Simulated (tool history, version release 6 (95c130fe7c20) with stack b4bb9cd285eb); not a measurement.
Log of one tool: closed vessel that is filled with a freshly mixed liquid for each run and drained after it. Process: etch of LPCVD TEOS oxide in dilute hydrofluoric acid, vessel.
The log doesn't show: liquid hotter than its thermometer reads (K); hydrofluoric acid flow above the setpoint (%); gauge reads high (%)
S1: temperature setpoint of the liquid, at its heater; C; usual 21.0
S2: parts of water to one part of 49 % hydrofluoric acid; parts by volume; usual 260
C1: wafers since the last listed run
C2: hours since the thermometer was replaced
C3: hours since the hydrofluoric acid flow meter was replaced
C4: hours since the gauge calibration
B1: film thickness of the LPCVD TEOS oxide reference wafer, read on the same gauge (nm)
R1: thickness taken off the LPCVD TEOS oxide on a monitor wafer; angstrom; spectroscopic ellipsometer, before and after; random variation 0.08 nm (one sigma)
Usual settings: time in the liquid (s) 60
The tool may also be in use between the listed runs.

Run 1, day 0.000: usual settings but S2 310 parts by volume, time in the liquid (s) 65; C1 0; C2 3.1; C3 251.4; C4 395.9; B1 109.99. Result: R1 81.7 angstrom.
Run 2, day 5.454: usual settings but time in the liquid (s) 40; C1 14642; C2 134.0; C3 382.3; C4 526.8; B1 109.99. Result: R1 63.8 angstrom.
Run 3, day 8.533: usual settings but time in the liquid (s) 40; C1 8266; C2 207.9; C3 456.2; C4 600.7; B1 109.96. Result: R1 64.3 angstrom.
Run 4, day 12.692: usual settings but time in the liquid (s) 45; C1 11163; C2 307.7; C3 556.0; C4 700.5; B1 110.00. Result: R1 73.3 angstrom.
Run 5, day 16.012: usual settings but time in the liquid (s) 45; C1 8915; C2 387.4; C3 635.7; C4 780.2; B1 110.02. Result: R1 74.4 angstrom.
At day 18.204: hydrofluoric acid flow meter replaced.
Run 6, day 20.367: usual settings but time in the liquid (s) 45; C1 11577; C2 491.9; C3 51.9; C4 884.7; B1 110.00. Result: R1 74.7 angstrom.
Run 7, day 23.233: usual settings but S1 22.5 C; C1 7695; C2 560.7; C3 120.7; C4 953.5; B1 110.03. Result: R1 105.5 angstrom.
Run 8, day 26.317: usual settings but time in the liquid (s) 30; C1 8277; C2 634.7; C3 194.7; C4 1027.5; B1 109.97. Result: R1 50.6 angstrom.
At day 28.708: gauge calibrated.
Run 9, day 29.092: usual settings but time in the liquid (s) 40; C1 7449; C2 701.3; C3 261.3; C4 9.2; B1 109.96. Result: R1 67.7 angstrom.
Run 10, day 31.550: usual settings but S1 19.5 C; C1 6599; C2 760.3; C3 320.3; C4 68.2; B1 110.00. Result: R1 98.7 angstrom.
At day 32.608: thermometer replaced.
Run 11, day 34.458: usual settings but S1 23.5 C, time in the liquid (s) 75; C1 7695; C2 44.4; C3 390.1; C4 138.0; B1 110.00. Result: R1 126.3 angstrom.
Run 12, day 37.162: usual settings but S1 17.5 C, S2 215 parts by volume, time in the liquid (s) 30; C1 7259; C2 109.3; C3 455.0; C4 202.9; B1 109.95. Result: R1 52.4 angstrom.
Run 13, day 40.958: usual settings but time in the liquid (s) 40; C1 10190; C2 200.4; C3 546.1; C4 294.0; B1 109.96. Result: R1 64.3 angstrom.
At day 43.908: hydrofluoric acid flow meter replaced.
Run 14, day 54.192: usual settings but S1 17.0 C, S2 135 parts by volume; C1 35414; C2 518.0; C3 246.8; C4 611.6; B1 109.93. Result: R1 188.3 angstrom.
Run 15, day 57.308: usual settings but S1 23.5 C, time in the liquid (s) 75; C1 8367; C2 592.8; C3 321.6; C4 686.4; B1 109.99. Result: R1 139.9 angstrom.

3 ways to go on from here, each from the tool as it stands after run 15. What would each give?
Run A, day 57.338: usual settings; C1 78; C2 593.5; C3 322.3; C4 687.1; B1 ?. Result: R1 ?.
Run B, day 57.338: usual settings but S1 17.0 C, S2 315 parts by volume, time in the liquid (s) 70; C1 78; C2 593.5; C3 322.3; C4 687.1; B1 ?. Result: R1 ?.
Run C, day 57.338: usual settings but S2 210 parts by volume; C1 78; C2 593.5; C3 322.3; C4 687.1; B1 ?. Result: R1 ?.

run      B1     R1
  A  110.05  102.6
  B  110.05   81.2
  C  110.05  133.7
Without the tool's hidden state the same runs would have given:
run     R1
  A   95.0
  B   75.1
  C  123.4
